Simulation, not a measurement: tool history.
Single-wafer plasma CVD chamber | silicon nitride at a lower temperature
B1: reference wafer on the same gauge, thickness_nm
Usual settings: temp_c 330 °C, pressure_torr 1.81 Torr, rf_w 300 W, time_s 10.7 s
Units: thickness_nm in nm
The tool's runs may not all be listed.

Run 1, hour 0.0: usual settings; B1 12.701. Result: thickness_nm 13.794 nm.
Run 2, hour 24.0: usual settings; B1 12.691. Result: thickness_nm 13.672 nm.
Run 3, hour 47.8: usual settings; B1 12.690. Result: thickness_nm 13.769 nm.
Run 4, hour 66.1: usual settings; B1 12.696. Result: thickness_nm 13.788 nm.
At hour 84.7: RF generator calibrated.
Run 5, hour 85.2: usual settings; B1 12.712. Result: thickness_nm 13.693 nm.
Run 6, hour 101.7: usual settings; B1 12.703. Result: thickness_nm 13.748 nm.
Run 7, hour 136.2: usual settings; B1 12.708. Result: thickness_nm 13.743 nm.
Run 8, hour 156.1: usual settings; B1 12.701. Result: thickness_nm 13.765 nm.
Run 9, hour 179.4: usual settings but rf_w 255 W; B1 12.701. Result: thickness_nm 12.494 nm.
Run 10, hour 199.5: usual settings but rf_w 255 W; B1 12.691. Result: thickness_nm 12.494 nm.
Run 11, hour 286.0: usual settings but rf_w 255 W; B1 12.687. Result: thickness_nm 12.559 nm.
At hour 309.6: thermocouple changed; heater temperature recalibrated.
Run 12, hour 314.8: usual settings but rf_w 250 W; B1 12.702. Result: thickness_nm 12.355 nm.
Run 13, hour 339.7: usual settings but temp_c 342 °C, pressure_torr 2.02 Torr, rf_w 260 W, time_s 12.1 s; B1 12.699. Result: thickness_nm 14.690 nm.
Run 14, hour 368.0: usual settings but pressure_torr 1.61 Torr, time_s 11.6 s; B1 12.698. Result: thickness_nm 14.452 nm.
At hour 383.9: showerhead replaced.
Run 15, hour 401.9: usual settings but pressure_torr 1.36 Torr, rf_w 345 W, time_s 11.4 s; B1 12.687. Result: thickness_nm 14.556 nm.
Run 16, hour 418.6: usual settings; B1 12.701. Result: thickness_nm 13.712 nm.
Run 17, hour 436.6: usual settings but pressure_torr 1.58 Torr, time_s 11.4 s; B1 12.702. Result: thickness_nm 14.048 nm.
Run 18, hour 455.7: usual settings but rf_w 285 W, time_s 9.5 s; B1 12.706. Result: thickness_nm 11.858 nm.
At hour 470.2: gauge calibrated.
Run 19, hour 474.3: usual settings; B1 12.701. Result: thickness_nm 13.832 nm.
Run 20, hour 500.6: usual settings but temp_c 339 °C, pressure_torr 1.99 Torr, rf_w 245 W, time_s 12.5 s; B1 12.698. Result: thickness_nm 14.551 nm.
Run 21, hour 515.2: usual settings but temp_c 344 °C, pressure_torr 1.65 Torr, rf_w 265 W, time_s 12.5 s; B1 12.693. Result: thickness_nm 14.540 nm.
At hour 526.8: capacitance manometer re-zeroed and calibrated.
Run 22, hour 540.6: usual settings; B1 12.695. Result: thickness_nm 13.806 nm.
Run 23, hour 554.3: usual settings but temp_c 337 °C, pressure_torr 2.05 Torr; B1 12.693. Result: thickness_nm 14.262 nm.
Run 24, hour 637.0: usual settings but temp_c 318 °C, pressure_torr 1.48 Torr; B1 12.697. Result: thickness_nm 12.871 nm.
Run 25, hour 665.2: usual settings but time_s 12.1 s; B1 12.710. Result: thickness_nm 15.511 nm.
Run 26, hour 685.6: usual settings but pressure_torr 2.25 Torr, rf_w 355 W, time_s 9.6 s; B1 12.692. Result: thickness_nm 14.457 nm.
Run 27, hour 718.9: usual settings; B1 12.692. Result: thickness_nm 13.738 nm.
Run 28, hour 740.8: usual settings but temp_c 324 °C, pressure_torr 2.17 Torr; B1 12.696. Result: thickness_nm 14.412 nm.
Run 29, hour 765.9: usual settings but rf_w 345 W; B1 12.710. Result: thickness_nm 14.918 nm.
Run 30, hour 794.2: usual settings; B1 12.692. Result: thickness_nm 13.776 nm.

The tool's hidden state at each run:
wafer temperature above the value expected at the setpoint (K): 0 in every run
delivered RF power above the setpoint (%): 0 in every run
true pressure above the setpoint (%): 0 in every run
gauge reads high (%): 0 in every run
